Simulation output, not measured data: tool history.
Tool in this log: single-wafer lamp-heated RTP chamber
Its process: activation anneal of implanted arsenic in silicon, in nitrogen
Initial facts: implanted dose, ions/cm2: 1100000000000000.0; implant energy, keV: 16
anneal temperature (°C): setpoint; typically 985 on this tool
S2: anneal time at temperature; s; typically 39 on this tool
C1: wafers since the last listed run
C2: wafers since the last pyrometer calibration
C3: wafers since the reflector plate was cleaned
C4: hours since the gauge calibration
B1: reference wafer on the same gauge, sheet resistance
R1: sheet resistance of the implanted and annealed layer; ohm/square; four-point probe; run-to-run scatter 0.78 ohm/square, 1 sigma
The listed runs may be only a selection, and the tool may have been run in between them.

run 1 day=0.000 | anneal_temperature_(°C)=985 S2=39 | C1=0 C2=1235 C3=12635 C4=174.6 | B1=159.10 | R1=136.78
run 2 day=1.129 | anneal_temperature_(°C)=985 S2=39 | C1=371 C2=1607 C3=13007 C4=201.7 | B1=158.86 | R1=135.28
run 3 day=1.992 | anneal_temperature_(°C)=995 S2=39 | C1=283 C2=1891 C3=13290 C4=222.4 | B1=159.03 | R1=131.42
run 4 day=2.879 | anneal_temperature_(°C)=995 S2=39 | C1=291 C2=2182 C3=13582 C4=243.7 | B1=158.86 | R1=129.20
-- day=3.333 pyrometer window cleaned and pyrometer calibrated
run 5 day=3.658 | anneal_temperature_(°C)=985 S2=39 | C1=146 C2=106 C3=13729 C4=262.4 | B1=158.87 | R1=132.14
run 6 day=4.642 | anneal_temperature_(°C)=985 S2=39 | C1=323 C2=429 C3=14052 C4=286.0 | B1=159.14 | R1=132.21
-- day=5.054 reflector plate cleaned
run 7 day=5.154 | anneal_temperature_(°C)=985 S2=39 | C1=58 C2=488 C3=33 C4=298.3 | B1=158.80 | R1=132.14
-- day=5.608 gauge calibrated
-- day=5.929 pyrometer window cleaned and pyrometer calibrated, repeated, since the last time left the tool worse
run 8 day=6.192 | anneal_temperature_(°C)=985 S2=39 | C1=231 C2=86 C3=264 C4=14.0 | B1=159.01 | R1=139.93
run 9 day=10.392 | anneal_temperature_(°C)=975 S2=48 | C1=1381 C2=1467 C3=1646 C4=114.8 | B1=159.15 | R1=138.11
run 10 day=10.967 | anneal_temperature_(°C)=970 S2=39 | C1=189 C2=1656 C3=1835 C4=128.6 | B1=158.98 | R1=144.54
run 11 day=11.921 | anneal_temperature_(°C)=1003 S2=24 | C1=313 C2=1970 C3=2149 C4=151.5 | B1=158.74 | R1=136.60
run 12 day=13.104 | anneal_temperature_(°C)=1010 S2=16 | C1=389 C2=2359 C3=2538 C4=179.9 | B1=158.90 | R1=139.74
-- day=14.125 pyrometer window cleaned and pyrometer calibrated
run 13 day=14.146 | anneal_temperature_(°C)=985 S2=59 | C1=232 C2=6 C3=2771 C4=204.9 | B1=159.03 | R1=131.91
run 14 day=15.196 | anneal_temperature_(°C)=970 S2=18 | C1=345 C2=351 C3=3116 C4=230.1 | B1=159.18 | R1=160.79
run 15 day=15.712 | anneal_temperature_(°C)=958 S2=39 | C1=169 C2=521 C3=3286 C4=242.5 | B1=159.20 | R1=154.24
run 16 day=16.596 | anneal_temperature_(°C)=985 S2=39 | C1=290 C2=812 C3=3577 C4=263.7 | B1=158.69 | R1=136.43

5 options for the next run, each taken on its own from the tool as it stands now. Forecast them:
run A day=16.612 | anneal_temperature_(°C)=985 S2=39 | C1=5 C2=817 C3=3582 C4=264.1 | B1=? | R1=?
run B day=16.612 | anneal_temperature_(°C)=973 S2=20 | C1=5 C2=817 C3=3582 C4=264.1 | B1=? | R1=?
run C day=16.612 | anneal_temperature_(°C)=997 S2=51 | C1=5 C2=817 C3=3582 C4=264.1 | B1=? | R1=?
run D day=16.612 | anneal_temperature_(°C)=1001 S2=17 | C1=5 C2=817 C3=3582 C4=264.1 | B1=? | R1=?
run E day=16.612 | anneal_temperature_(°C)=994 S2=28 | C1=5 C2=817 C3=3582 C4=264.1 | B1=? | R1=?

run=A B1=159.18 R1=135.83
run=B B1=159.18 R1=154.50
run=C B1=159.18 R1=124.98
run=D B1=159.18 R1=142.05
run=E B1=159.18 R1=136.98
Without the tool's hidden state the same runs would have given:
run=A R1=138.64
run=B R1=157.26
run=C R1=127.27
run=D R1=144.66
run=E R1=139.70
